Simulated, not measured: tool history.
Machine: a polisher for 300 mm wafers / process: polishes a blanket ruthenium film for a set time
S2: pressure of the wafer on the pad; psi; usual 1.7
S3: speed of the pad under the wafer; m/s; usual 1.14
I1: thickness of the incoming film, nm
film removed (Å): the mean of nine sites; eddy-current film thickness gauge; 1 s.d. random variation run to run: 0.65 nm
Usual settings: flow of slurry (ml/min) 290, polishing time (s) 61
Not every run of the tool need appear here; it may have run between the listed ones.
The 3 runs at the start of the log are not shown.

Run 4, hour 177.0: usual settings; I1 401.9. Result: film removed (Å) 726.
Run 5, hour 252.9: usual settings; I1 397.0. Result: film removed (Å) 717.
Run 6, hour 296.1: usual settings; I1 397.9. Result: film removed (Å) 727.
At hour 573.9: worn pad replaced by a new one.
Run 7, hour 608.3: usual settings but polishing time (s) 46; I1 397.4. Result: film removed (Å) 547.
At hour 667.0: head pressure recalibrated.
Run 8, hour 689.6: usual settings but polishing time (s) 46; I1 401.6. Result: film removed (Å) 555.
Run 9, hour 735.0: usual settings; I1 401.0. Result: film removed (Å) 720.
At hour 761.1: slurry nozzle cleaned.
Run 10, hour 794.9: usual settings; I1 399.7. Result: film removed (Å) 720.
Run 11, hour 864.8: usual settings but polishing time (s) 56; I1 401.7. Result: film removed (Å) 657.
Run 12, hour 943.2: usual settings but polishing time (s) 56; I1 394.1. Result: film removed (Å) 660.
Run 13, hour 1027.1: usual settings but polishing time (s) 56; I1 399.6. Result: film removed (Å) 661.
Run 14, hour 1112.8: usual settings but flow of slurry (ml/min) 255, S2 2.0 psi, polishing time (s) 69; I1 393.4. Result: film removed (Å) 933.
Run 15, hour 1204.9: usual settings but flow of slurry (ml/min) 365; I1 400.6. Result: film removed (Å) 733.
At hour 1415.1: worn pad replaced by a new one.
Run 16, hour 1512.7: usual settings but flow of slurry (ml/min) 325, polishing time (s) 72; I1 401.3. Result: film removed (Å) 864.
Run 17, hour 1616.5: usual settings but flow of slurry (ml/min) 255; I1 398.3. Result: film removed (Å) 715.
Run 18, hour 1695.4: usual settings; I1 402.1. Result: film removed (Å) 723.
At hour 1704.6: slurry nozzle cleaned.
Run 19, hour 1757.2: usual settings but flow of slurry (ml/min) 320, S2 2.1 psi, S3 1.44 m/s, polishing time (s) 80; I1 400.1. Result: film removed (Å) 1474.
Run 20, hour 1850.0: usual settings but S2 2.2 psi, S3 0.82 m/s; I1 397.4. Result: film removed (Å) 669.
Run 21, hour 1900.0: usual settings but flow of slurry (ml/min) 335, S2 1.9 psi, polishing time (s) 46; I1 395.9. Result: film removed (Å) 605.
Run 22, hour 1988.4: usual settings; I1 391.7. Result: film removed (Å) 735.
At hour 2032.4: head pressure recalibrated.
Run 23, hour 2084.0: usual settings; I1 406.1. Result: film removed (Å) 729.
At hour 2116.5: worn pad replaced by a new one.
Run 24, hour 2125.4: usual settings but S3 0.90 m/s, polishing time (s) 70; I1 392.6. Result: film removed (Å) 651.
Run 25, hour 2200.6: usual settings but flow of slurry (ml/min) 225, S3 1.02 m/s; I1 394.3. Result: film removed (Å) 638.
Run 26, hour 2281.1: usual settings but flow of slurry (ml/min) 360, S2 1.2 psi; I1 407.5. Result: film removed (Å) 521.
Run 27, hour 2348.3: usual settings but flow of slurry (ml/min) 320, S3 0.80 m/s, polishing time (s) 46; I1 400.3. Result: film removed (Å) 387.

Estimate the outcome of run 28 from the log above:
At hour 2417.7: slurry nozzle cleaned.
Run 28, hour 2442.5: usual settings but flow of slurry (ml/min) 205, S2 2.1 psi, S3 1.48 m/s; I1 405.1. Result: film removed (Å) ?.

Run 28 produced film removed (Å) 1133.
Had the tool carried no hidden state, the very same run would have given film removed (Å) 1133.
